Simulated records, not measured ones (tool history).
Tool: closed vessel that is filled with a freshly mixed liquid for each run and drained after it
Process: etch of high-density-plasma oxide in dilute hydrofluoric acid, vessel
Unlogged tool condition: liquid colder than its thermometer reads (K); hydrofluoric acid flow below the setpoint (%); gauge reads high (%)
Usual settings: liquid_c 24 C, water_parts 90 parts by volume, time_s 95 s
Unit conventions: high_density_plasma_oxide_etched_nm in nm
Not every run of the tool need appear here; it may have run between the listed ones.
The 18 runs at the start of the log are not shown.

run,hour,liquid_c,water_parts,time_s,wafers since the last listed run,hours since the thermometer was replaced,hours since the hydrofluoric acid flow meter was replaced,hours since the gauge calibration,"read-back film thickness of the high-density-plasma oxide reference wafer, read on the same gauge (nm)",high_density_plasma_oxide_etched_nm
19,409.6,20,90,95,1222,2317.8,154.1,982.5,40,5.56
20,442.3,24,90,55,2514,2350.5,186.8,1015.2,39.99,3.77
# hour 459.4: thermometer replaced
21,477,26.5,105,95,2591,17.6,221.5,1049.9,40.01,5.73
22,493,29,90,95,1230,33.6,237.5,1065.9,39.99,7.48
# hour 493.4: gauge calibrated
23,507.1,24,90,95,1084,47.7,251.6,13.7,40,6.16
24,526.4,21,90,95,1484,67,270.9,33,39.99,5.44
25,554.5,24,90,95,2160,95.1,299,61.1,40.01,6.14
26,589.4,20.5,60,95,2683,130,333.9,96,40,8.19
27,605.3,24,55,95,1222,145.9,349.8,111.9,39.97,10.43
28,621.3,21,90,120,1230,161.9,365.8,127.9,40,6.75
29,651.1,28,105,115,2291,191.7,395.6,157.7,39.99,7.41
# hour 663.5: thermometer replaced, repeated, since the last time left the tool worse
30,677.4,24,90,95,1945,13.9,421.9,184,40,6.86
31,693.3,24,60,50,1222,29.8,437.8,199.9,40,5.64
32,711.8,22.5,75,115,1422,48.3,456.3,218.4,40,9.6
33,727.8,20,90,70,1230,64.3,472.3,234.4,40.01,4.36

Each row is a separate what-if for the run after 33, all from the same tool condition, not one after another. Results?
A,728.5,28,90,95,53,65,473,235.1,?,?
B,728.5,24,110,95,53,65,473,235.1,?,?
C,728.5,21,115,120,53,65,473,235.1,?,?

run,"read-back film thickness of the high-density-plasma oxide reference wafer, read on the same gauge (nm)",high_density_plasma_oxide_etched_nm
A,40,8.16
B,40,5.56
C,40,5.93
Stripped of hidden state, with their random variation kept, the same runs would have yielded:
run,high_density_plasma_oxide_etched_nm
A,8.24
B,5.63
C,6
